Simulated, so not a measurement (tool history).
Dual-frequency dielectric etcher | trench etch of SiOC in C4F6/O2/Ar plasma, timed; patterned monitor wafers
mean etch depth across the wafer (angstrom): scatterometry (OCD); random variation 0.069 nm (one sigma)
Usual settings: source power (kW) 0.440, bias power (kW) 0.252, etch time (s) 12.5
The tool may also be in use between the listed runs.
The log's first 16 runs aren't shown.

run	hour	source power (kW)	bias power (kW)	etch time (s)	wafers since the last listed run	hours since the last wet clean	hours since the last source power generator calibration	hours since the last bias power generator calibration	hours since the last upper electrode change	hours since the gauge calibration	read-back reference wafer on the same gauge, depth_nm	mean etch depth across the wafer (angstrom)
17	1197.0	0.440	0.252	12.5	1038	348.6	457.9	767.9	499.3	173.7	28.40	271.1
18	1249.0	0.440	0.252	12.5	628	400.6	509.9	819.9	551.3	225.7	28.42	273.1
19	1293.4	0.490	0.272	14.5	536	445.0	554.3	864.3	595.7	270.1	28.39	335.3
20	1350.3	0.440	0.252	12.5	688	501.9	611.2	921.2	652.6	327.0	28.41	272.2
21	1420.3	0.400	0.194	15.0	846	571.9	681.2	991.2	722.6	397.0	28.40	300.2
# hour 1469.8: wet clean of the chamber
22	1470.3	0.440	0.276	14.5	314	0.5	731.2	1041.2	772.6	447.0	28.38	319.1
23	1502.7	0.440	0.200	10.5	391	32.9	763.6	1073.6	805.0	479.4	28.40	216.7
24	1558.0	0.440	0.252	12.5	668	88.2	818.9	1128.9	860.3	534.7	28.38	270.3
25	1599.8	0.510	0.252	12.5	505	130.0	860.7	1170.7	902.1	576.5	28.40	286.9
26	1631.6	0.440	0.252	12.5	384	161.8	892.5	1202.5	933.9	608.3	28.37	270.4

Forecast run 27:
27	1671.6	0.500	0.213	11.0	483	201.8	932.5	1242.5	973.9	648.3	?	?

{"run 27": {"read-back reference wafer on the same gauge, depth_nm": 28.37, "mean etch depth across the wafer (angstrom)": 244.4}}
Without the tool's hidden state the same run would have given mean etch depth across the wafer (angstrom) 241.6.
